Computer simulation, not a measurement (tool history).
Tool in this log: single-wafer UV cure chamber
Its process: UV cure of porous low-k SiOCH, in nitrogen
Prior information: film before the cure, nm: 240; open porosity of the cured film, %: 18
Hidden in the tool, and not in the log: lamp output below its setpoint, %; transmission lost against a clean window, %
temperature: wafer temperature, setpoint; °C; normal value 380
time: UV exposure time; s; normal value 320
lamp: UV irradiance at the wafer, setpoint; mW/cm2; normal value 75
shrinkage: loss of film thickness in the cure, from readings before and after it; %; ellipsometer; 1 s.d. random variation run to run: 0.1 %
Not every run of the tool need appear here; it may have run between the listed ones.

| run | hour | temperature | time | lamp | wafers since the last listed run | hours since the UV bulbs were replaced | wafers since the quartz window was cleaned | shrinkage |
|---|---|---|---|---|---|---|---|---|
| 1 | 0.0 | 380 | 320 | 75 | 0 | 249.9 | 1261 | 10.993 |
| 2 | 114.0 | 380 | 320 | 75 | 700 | 363.9 | 1962 | 10.878 |
| 3 | 185.3 | 380 | 320 | 75 | 438 | 435.2 | 2400 | 10.668 |
| 4 | 228.1 | 388 | 320 | 75 | 262 | 478.0 | 2663 | 10.591 |
|  | 244.8 | quartz window cleaned |
| 5 | 264.0 | 396 | 320 | 75 | 171 | 513.9 | 118 | 11.763 |
| 6 | 310.2 | 380 | 320 | 75 | 283 | 560.1 | 401 | 11.559 |
| 7 | 344.4 | 380 | 320 | 75 | 210 | 594.3 | 611 | 11.251 |
| 8 | 533.8 | 380 | 320 | 75 | 1163 | 783.7 | 1775 | 10.912 |
| 9 | 591.0 | 380 | 320 | 75 | 351 | 840.9 | 2126 | 10.744 |
| 10 | 631.7 | 380 | 320 | 75 | 250 | 881.6 | 2377 | 10.702 |
| 11 | 685.6 | 380 | 320 | 75 | 331 | 935.5 | 2708 | 10.580 |
|  | 713.0 | quartz window cleaned |
| 12 | 731.6 | 395 | 320 | 75 | 233 | 981.5 | 114 | 11.740 |
| 13 | 772.4 | 393 | 375 | 75 | 250 | 1022.3 | 364 | 12.318 |
|  | 813.9 | UV bulbs replaced |
| 14 | 819.0 | 380 | 320 | 75 | 237 | 5.1 | 601 | 11.141 |
| 15 | 996.4 | 380 | 320 | 75 | 1089 | 182.5 | 1691 | 10.876 |
| 16 | 1088.1 | 380 | 320 | 75 | 563 | 274.2 | 2255 | 10.618 |
|  | 1139.4 | quartz window cleaned |
| 17 | 1144.1 | 380 | 320 | 75 | 294 | 330.2 | 29 | 11.615 |
| 18 | 1172.3 | 380 | 320 | 75 | 173 | 358.4 | 202 | 11.554 |
| 19 | 1227.0 | 400 | 160 | 40 | 336 | 413.1 | 538 | 6.282 |
| 20 | 1287.7 | 380 | 250 | 104 | 372 | 473.8 | 911 | 11.639 |
| 21 | 1340.3 | 389 | 320 | 40 | 323 | 526.4 | 1234 | 8.531 |
| 22 | 1378.0 | 380 | 265 | 75 | 231 | 564.1 | 1466 | 10.079 |
| 23 | 1448.2 | 380 | 405 | 91 | 431 | 634.3 | 1897 | 12.909 |
| 24 | 1514.6 | 380 | 220 | 111 | 407 | 700.7 | 2305 | 10.589 |
| 25 | 1560.9 | 390 | 255 | 75 | 284 | 747.0 | 2589 | 9.785 |
|  | 1588.4 | quartz window cleaned |
| 26 | 1600.8 | 397 | 320 | 75 | 195 | 786.9 | 76 | 11.771 |
| 27 | 1651.5 | 365 | 320 | 114 | 311 | 837.6 | 387 | 13.007 |
| 28 | 1677.7 | 387 | 495 | 90 | 160 | 863.8 | 548 | 14.211 |
|  | 1722.3 | UV bulbs replaced |
| 29 | 1729.9 | 380 | 320 | 75 | 271 | 7.6 | 820 | 11.120 |
| 30 | 1790.6 | 380 | 320 | 75 | 372 | 68.3 | 1193 | 11.034 |
| 31 | 1853.6 | 400 | 320 | 75 | 387 | 131.3 | 1580 | 11.206 |
| 32 | 1884.4 | 380 | 390 | 75 | 189 | 162.1 | 1769 | 11.564 |
| 33 | 1924.6 | 380 | 320 | 75 | 246 | 202.3 | 2016 | 10.692 |
| 34 | 1991.6 | 366 | 420 | 98 | 411 | 269.3 | 2428 | 12.633 |
|  | 2030.0 | quartz window cleaned |
| 35 | 2058.2 | 380 | 320 | 75 | 360 | 335.9 | 173 | 11.374 |
| 36 | 2091.8 | 380 | 320 | 75 | 206 | 369.5 | 379 | 11.444 |
| 37 | 2159.6 | 369 | 480 | 109 | 416 | 437.3 | 796 | 14.740 |

How would selected steps in shrinkage from run to run divide? Give the signed amount a tool lacking its hidden state would still show from settings, what came in and random variation, and the signed amount left for the hidden state, including any gauge scatter that is not in both of the compared results.
Run 4 -> 5: temperature 388 -> 396, quartz window cleaned. shrinkage +1.172 %: hidden state +0.955, all else +0.217.
Run 16 -> 17: quartz window cleaned. shrinkage +0.997 %: hidden state +0.925, all else +0.072.
Run 18 -> 19: temperature 380 -> 400, time 320 -> 160, lamp 75 -> 40. shrinkage -5.272 %: hidden state -0.088, all else -5.184.
Run 19 -> 20: temperature 400 -> 380, time 160 -> 250, lamp 40 -> 104. shrinkage +5.357 %: hidden state -0.165, all else +5.522.
Run 34 -> 35: temperature 366 -> 380, time 420 -> 320, lamp 98 -> 75, quartz window cleaned. shrinkage -1.259 %: hidden state +0.935, all else -2.194.
Run 36 -> 37: temperature 380 -> 369, time 320 -> 480, lamp 75 -> 109. shrinkage +3.296 %: hidden state -0.174, all else +3.470.

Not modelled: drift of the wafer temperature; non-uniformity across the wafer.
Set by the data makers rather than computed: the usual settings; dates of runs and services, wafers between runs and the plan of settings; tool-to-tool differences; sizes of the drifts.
